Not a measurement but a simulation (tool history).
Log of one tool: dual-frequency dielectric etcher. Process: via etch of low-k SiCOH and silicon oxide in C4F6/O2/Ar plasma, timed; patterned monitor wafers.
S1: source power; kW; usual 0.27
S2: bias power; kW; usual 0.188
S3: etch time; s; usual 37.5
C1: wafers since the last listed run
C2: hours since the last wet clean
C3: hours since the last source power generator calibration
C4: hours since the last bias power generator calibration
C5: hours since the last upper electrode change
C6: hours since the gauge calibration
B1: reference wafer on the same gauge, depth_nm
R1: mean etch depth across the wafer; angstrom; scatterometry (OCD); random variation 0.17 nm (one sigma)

run	hour	S1	S2	S3	C1	C2	C3	C4	C5	C6	B1	R1
1	0	0.27	0.188	37.5	0	397.3	4310.5	31	2525.4	415.4	85.2	829
# hour 37.9: wet clean of the chamber
2	38.4	0.27	0.172	37.5	113	0.5	4348.9	69.4	2563.8	453.8	85	814
3	38.7	0.27	0.172	37.5	2	0.8	4349.2	69.7	2564.1	454.1	85.1	808
4	108.7	0.27	0.172	37.5	552	70.8	4419.2	139.7	2634.1	524.1	85.1	812
# hour 119.9: gauge calibrated
5	123.4	0.23	0.188	37.5	116	85.5	4433.9	154.4	2648.8	3.5	85.1	753
6	146.8	0.23	0.188	37.5	184	108.9	4457.3	177.8	2672.2	26.9	85.2	753
# hour 175.1: source power generator calibrated
7	181.4	0.23	0.188	37.5	241	143.5	6.3	212.4	2706.8	61.5	85.1	756
8	200	0.27	0.155	42	146	162.1	24.9	231	2725.4	80.1	85.1	885
9	224.6	0.33	0.188	42	194	186.7	49.5	255.6	2750	104.7	85.1	1042
10	248	0.27	0.188	45	184	210.1	72.9	279	2773.4	128.1	85.1	997
11	267.9	0.32	0.188	37.5	157	230	92.8	298.9	2793.3	148	85.1	919
12	283.7	0.25	0.188	43	124	245.8	108.6	314.7	2809.1	163.8	85.1	912
13	310.4	0.3	0.158	37.5	210	272.5	135.3	341.4	2835.8	190.5	85	843
14	336.5	0.27	0.216	42.5	205	298.6	161.4	367.5	2861.9	216.6	85.1	983
# hour 383.7: wet clean of the chamber
15	384.2	0.27	0.23	37.5	187	0.5	209.1	415.2	2909.6	264.3	85.1	883
16	389.1	0.27	0.188	37.5	38	5.4	214	420.1	2914.5	269.2	85.1	832
17	417.8	0.3	0.151	41	226	34.1	242.7	448.8	2943.2	297.9	85.2	911
# hour 461.5: upper electrode replaced
18	462	0.27	0.165	47.5	159	78.3	286.9	493	0.5	342.1	85.1	1019
19	465.8	0.27	0.231	37.5	29	82.1	290.7	496.8	4.3	345.9	85.1	885
20	496.1	0.27	0.172	37.5	239	112.4	321	527.1	34.6	376.2	85.1	812
21	511.9	0.27	0.188	29	124	128.2	336.8	542.9	50.4	392	85.2	644
22	534.8	0.27	0.188	37.5	180	151.1	359.7	565.8	73.3	414.9	85.1	833
23	561.2	0.33	0.188	37.5	208	177.5	386.1	592.2	99.7	441.3	85.1	931
24	591.9	0.31	0.15	37.5	242	208.2	416.8	622.9	130.4	472	85.1	847
25	607.4	0.23	0.142	42.5	122	223.7	432.3	638.4	145.9	487.5	85.2	789
26	621.1	0.27	0.188	29.5	108	237.4	446	652.1	159.6	501.2	85.1	654
27	649.9	0.27	0.188	37.5	227	266.2	474.8	680.9	188.4	530	85.1	833
28	664.6	0.27	0.171	27.5	116	280.9	489.5	695.6	203.1	544.7	85.1	593
29	687.9	0.24	0.224	34	183	304.2	512.8	718.9	226.4	568	85	738

What the log doesn't show, run by run:
etch rate over this chamber's usual, %: 0 in every run
source power that arrives over what is set, %: 0 in every run
bias power that arrives over what is set, %: 0 in every run
gauge reads high (%): 0 in every run
